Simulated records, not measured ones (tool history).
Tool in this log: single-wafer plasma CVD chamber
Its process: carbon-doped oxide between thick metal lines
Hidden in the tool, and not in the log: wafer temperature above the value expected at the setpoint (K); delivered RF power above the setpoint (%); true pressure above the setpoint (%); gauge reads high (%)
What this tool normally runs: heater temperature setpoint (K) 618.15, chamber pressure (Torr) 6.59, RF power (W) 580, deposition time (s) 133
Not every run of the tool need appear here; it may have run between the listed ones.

| run | day | heater temperature setpoint (K) | chamber pressure (Torr) | RF power (W) | deposition time (s) | wafers since the last listed run | hours since the last thermocouple change | hours since the last RF generator calibration | hours since the last manometer calibration | hours since the showerhead was replaced | hours since the gauge calibration | read-back reference wafer on the same gauge, thickness_nm | mean film thickness on the monitor wafer (Å) |
|---|---|---|---|---|---|---|---|---|---|---|---|---|---|
| 1 | 0 | 618.15 | 6.59 | 580 | 133 | 0 | 886.5 | 1219.1 | 2045.9 | 3446 | 174.5 | 849.312 | 7506.89 |
|  | 0.012 | gauge calibrated |
| 2 | 0.421 | 618.15 | 6.59 | 580 | 133 | 70 | 896.6 | 1229.2 | 2056 | 3456.1 | 9.8 | 849.526 | 7487.06 |
| 3 | 0.804 | 618.15 | 6.59 | 580 | 133 | 64 | 905.8 | 1238.4 | 2065.2 | 3465.3 | 19 | 849.165 | 7494.76 |
| 4 | 1.079 | 618.15 | 6.59 | 580 | 133 | 45 | 912.4 | 1245 | 2071.8 | 3471.9 | 25.6 | 849.003 | 7476.82 |
| 5 | 1.633 | 618.15 | 6.59 | 580 | 133 | 92 | 925.7 | 1258.3 | 2085.1 | 3485.2 | 38.9 | 848.565 | 7486.74 |
| 6 | 3.025 | 618.15 | 7.34 | 580 | 133 | 232 | 959.1 | 1291.7 | 2118.5 | 3518.6 | 72.3 | 849.043 | 7548.77 |
| 7 | 3.283 | 618.15 | 6.59 | 580 | 133 | 43 | 965.3 | 1297.9 | 2124.7 | 3524.8 | 78.5 | 849.011 | 7483.54 |
| 8 | 3.904 | 618.15 | 6.59 | 580 | 133 | 103 | 980.2 | 1312.8 | 2139.6 | 3539.7 | 93.4 | 849.219 | 7460.33 |
| 9 | 4.308 | 618.15 | 6.59 | 580 | 133 | 67 | 989.9 | 1322.5 | 2149.3 | 3549.4 | 103.1 | 848.926 | 7477.96 |
| 10 | 4.762 | 618.15 | 7.77 | 620 | 133 | 75 | 1000.8 | 1333.4 | 2160.2 | 3560.3 | 114 | 848.645 | 7857.19 |
| 11 | 5.158 | 618.15 | 6.59 | 580 | 133 | 66 | 1010.3 | 1342.9 | 2169.7 | 3569.8 | 123.5 | 848.735 | 7470.09 |
|  | 5.579 | showerhead replaced |
|  | 5.75 | thermocouple changed; heater temperature recalibrated |
| 12 | 5.771 | 618.15 | 6.59 | 580 | 133 | 17 | 0.5 | 1357.6 | 2184.4 | 4.6 | 138.2 | 849.156 | 7462.56 |
|  | 6.138 | RF generator calibrated |
|  | 6.412 | capacitance manometer re-zeroed and calibrated |
| 13 | 6.433 | 618.15 | 6.59 | 625 | 133 | 9 | 16.4 | 7.1 | 0.5 | 20.5 | 154.1 | 849.073 | 8126.73 |
| 14 | 6.446 | 618.15 | 6.59 | 580 | 133 | 2 | 16.7 | 7.4 | 0.8 | 20.8 | 154.4 | 849.374 | 7820.74 |
| 15 | 6.954 | 618.15 | 7.24 | 675 | 126 | 84 | 28.9 | 19.6 | 13 | 33 | 166.6 | 849.155 | 8112.12 |
| 16 | 7.492 | 629.15 | 6.1 | 670 | 149 | 89 | 41.8 | 32.5 | 25.9 | 45.9 | 179.5 | 848.896 | 9111.03 |
|  | 7.625 | gauge calibrated |
| 17 | 7.792 | 618.15 | 7.84 | 580 | 133 | 50 | 49 | 39.7 | 33.1 | 53.1 | 4 | 848.914 | 7896.61 |
| 18 | 8.396 | 618.15 | 6.59 | 580 | 123 | 100 | 63.5 | 54.2 | 47.6 | 67.6 | 18.5 | 849.021 | 7204.85 |
| 19 | 9.121 | 618.15 | 6.59 | 485 | 133 | 121 | 80.9 | 71.6 | 65 | 85 | 35.9 | 849.12 | 7015.98 |
| 20 | 9.838 | 618.15 | 7.11 | 530 | 126 | 119 | 98.1 | 88.8 | 82.2 | 102.2 | 53.1 | 848.534 | 7042.44 |
| 21 | 10.262 | 629.15 | 5.72 | 580 | 133 | 70 | 108.3 | 99 | 92.4 | 112.4 | 63.3 | 848.404 | 7438.17 |
| 22 | 10.767 | 618.15 | 6.59 | 580 | 133 | 84 | 120.4 | 111.1 | 104.5 | 124.5 | 75.4 | 848.596 | 7783.1 |
| 23 | 11.092 | 618.15 | 6.59 | 580 | 133 | 54 | 128.2 | 118.9 | 112.3 | 132.3 | 83.2 | 848.831 | 7769.8 |
| 24 | 11.342 | 618.15 | 6.59 | 500 | 152 | 41 | 134.2 | 124.9 | 118.3 | 138.3 | 89.2 | 848.888 | 8164.93 |

Alternative continuations, all from the tool just after run 24; predict every row:
| A | 11.358 | 618.15 | 6.59 | 580 | 133 | 2 | 134.6 | 125.3 | 118.7 | 138.7 | 89.6 | ? | ? |
| B | 11.358 | 618.15 | 6.59 | 515 | 133 | 2 | 134.6 | 125.3 | 118.7 | 138.7 | 89.6 | ? | ? |
| C | 11.358 | 618.15 | 6.15 | 580 | 133 | 2 | 134.6 | 125.3 | 118.7 | 138.7 | 89.6 | ? | ? |
| D | 11.358 | 618.15 | 6.59 | 675 | 115 | 2 | 134.6 | 125.3 | 118.7 | 138.7 | 89.6 | ? | ? |

| run | read-back reference wafer on the same gauge, thickness_nm | mean film thickness on the monitor wafer (Å) |
|---|---|---|
| A | 849.398 | 7803.04 |
| B | 849.398 | 7289.92 |
| C | 849.398 | 7747.48 |
| D | 849.398 | 7353.58 |
Without the tool's hidden state the same runs would have given:
| run | mean film thickness on the monitor wafer (Å) |
|---|---|
| A | 7842.81 |
| B | 7328.26 |
| C | 7786.96 |
| D | 7389.99 |

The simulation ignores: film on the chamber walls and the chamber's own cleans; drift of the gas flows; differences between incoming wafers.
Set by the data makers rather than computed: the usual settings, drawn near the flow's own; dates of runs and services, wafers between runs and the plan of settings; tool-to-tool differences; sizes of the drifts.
